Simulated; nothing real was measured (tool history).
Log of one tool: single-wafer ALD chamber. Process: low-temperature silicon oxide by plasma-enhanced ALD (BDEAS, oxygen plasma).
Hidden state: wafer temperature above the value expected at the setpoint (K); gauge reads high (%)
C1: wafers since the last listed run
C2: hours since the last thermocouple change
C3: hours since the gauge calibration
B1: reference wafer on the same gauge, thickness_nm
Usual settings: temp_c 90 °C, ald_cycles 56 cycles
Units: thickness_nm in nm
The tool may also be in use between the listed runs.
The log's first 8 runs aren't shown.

{"run": 9, "hour": 590.7, "temp_c": 90, "ald_cycles": 56, "C1": 282, "C2": 1698.6, "C3": 1383.0, "B1": 8.122, "thickness_nm": 9.38}
{"run": 10, "hour": 633.1, "temp_c": 90, "ald_cycles": 56, "C1": 149, "C2": 1741.0, "C3": 1425.4, "B1": 8.111, "thickness_nm": 9.423}
{"run": 11, "hour": 691.2, "temp_c": 90, "ald_cycles": 56, "C1": 204, "C2": 1799.1, "C3": 1483.5, "B1": 8.1, "thickness_nm": 9.397}
{"run": 12, "hour": 751.4, "temp_c": 90, "ald_cycles": 54, "C1": 212, "C2": 1859.3, "C3": 1543.7, "B1": 8.089, "thickness_nm": 9.072}
{"run": 13, "hour": 827.4, "temp_c": 90, "ald_cycles": 54, "C1": 267, "C2": 1935.3, "C3": 1619.7, "B1": 8.098, "thickness_nm": 9.034}
{"run": 14, "hour": 902.4, "temp_c": 90, "ald_cycles": 56, "C1": 264, "C2": 2010.3, "C3": 1694.7, "B1": 8.089, "thickness_nm": 9.353}
{"run": 15, "hour": 945.0, "temp_c": 90, "ald_cycles": 56, "C1": 150, "C2": 2052.9, "C3": 1737.3, "B1": 8.087, "thickness_nm": 9.435}
{"run": 16, "hour": 1009.0, "temp_c": 90, "ald_cycles": 56, "C1": 225, "C2": 2116.9, "C3": 1801.3, "B1": 8.085, "thickness_nm": 9.372}
{"run": 17, "hour": 1068.0, "temp_c": 96, "ald_cycles": 65, "C1": 207, "C2": 2175.9, "C3": 1860.3, "B1": 8.08, "thickness_nm": 10.761}
{"run": 18, "hour": 1146.8, "temp_c": 95, "ald_cycles": 56, "C1": 277, "C2": 2254.7, "C3": 1939.1, "B1": 8.063, "thickness_nm": 9.17}
{"run": 19, "hour": 1218.1, "temp_c": 103, "ald_cycles": 48, "C1": 251, "C2": 2326.0, "C3": 2010.4, "B1": 8.061, "thickness_nm": 7.716}
{"hour": 1257.6, "done": "gauge calibrated"}
{"run": 20, "hour": 1321.4, "temp_c": 83, "ald_cycles": 52, "C1": 364, "C2": 2429.3, "C3": 63.8, "B1": 8.259, "thickness_nm": 9.067}
{"run": 21, "hour": 1419.5, "temp_c": 90, "ald_cycles": 56, "C1": 345, "C2": 2527.4, "C3": 161.9, "B1": 8.271, "thickness_nm": 9.535}
{"run": 22, "hour": 1521.2, "temp_c": 79, "ald_cycles": 52, "C1": 358, "C2": 2629.1, "C3": 263.6, "B1": 8.249, "thickness_nm": 9.167}
{"run": 23, "hour": 1610.9, "temp_c": 99, "ald_cycles": 52, "C1": 316, "C2": 2718.8, "C3": 353.3, "B1": 8.239, "thickness_nm": 8.579}
{"hour": 1653.0, "done": "thermocouple changed; heater temperature recalibrated"}
{"run": 24, "hour": 1706.0, "temp_c": 79, "ald_cycles": 63, "C1": 307, "C2": 53.0, "C3": 448.4, "B1": 8.217, "thickness_nm": 11.127}
{"run": 25, "hour": 1744.5, "temp_c": 101, "ald_cycles": 62, "C1": 135, "C2": 91.5, "C3": 486.9, "B1": 8.224, "thickness_nm": 10.185}
{"run": 26, "hour": 1784.4, "temp_c": 90, "ald_cycles": 56, "C1": 140, "C2": 131.4, "C3": 526.8, "B1": 8.211, "thickness_nm": 9.529}
{"run": 27, "hour": 1860.0, "temp_c": 90, "ald_cycles": 66, "C1": 266, "C2": 207.0, "C3": 602.4, "B1": 8.224, "thickness_nm": 11.234}
{"run": 28, "hour": 1942.7, "temp_c": 90, "ald_cycles": 50, "C1": 291, "C2": 289.7, "C3": 685.1, "B1": 8.204, "thickness_nm": 8.501}
{"run": 29, "hour": 2032.5, "temp_c": 82, "ald_cycles": 65, "C1": 316, "C2": 379.5, "C3": 774.9, "B1": 8.193, "thickness_nm": 11.341}
{"run": 30, "hour": 2094.1, "temp_c": 94, "ald_cycles": 56, "C1": 217, "C2": 441.1, "C3": 836.5, "B1": 8.2, "thickness_nm": 9.315}

Forecast each of these 5 alternatives for the next run:
{"run": "A", "hour": 2094.6, "temp_c": 90, "ald_cycles": 56, "C1": 1, "C2": 441.6, "C3": 837.0, "B1": "?", "thickness_nm": "?"}
{"run": "B", "hour": 2094.6, "temp_c": 103, "ald_cycles": 63, "C1": 1, "C2": 441.6, "C3": 837.0, "B1": "?", "thickness_nm": "?"}
{"run": "C", "hour": 2094.6, "temp_c": 85, "ald_cycles": 45, "C1": 1, "C2": 441.6, "C3": 837.0, "B1": "?", "thickness_nm": "?"}
{"run": "D", "hour": 2094.6, "temp_c": 103, "ald_cycles": 56, "C1": 1, "C2": 441.6, "C3": 837.0, "B1": "?", "thickness_nm": "?"}
{"run": "E", "hour": 2094.6, "temp_c": 81, "ald_cycles": 47, "C1": 1, "C2": 441.6, "C3": 837.0, "B1": "?", "thickness_nm": "?"}

run=A B1=8.192 thickness_nm=9.441
run=B B1=8.192 thickness_nm=10.222
run=C B1=8.192 thickness_nm=7.704
run=D B1=8.192 thickness_nm=9.086
run=E B1=8.192 thickness_nm=8.144
Without the tool's hidden state the same runs would have given:
run=A thickness_nm=9.494
run=B thickness_nm=10.279
run=C thickness_nm=7.747
run=D thickness_nm=9.137
run=E thickness_nm=8.190

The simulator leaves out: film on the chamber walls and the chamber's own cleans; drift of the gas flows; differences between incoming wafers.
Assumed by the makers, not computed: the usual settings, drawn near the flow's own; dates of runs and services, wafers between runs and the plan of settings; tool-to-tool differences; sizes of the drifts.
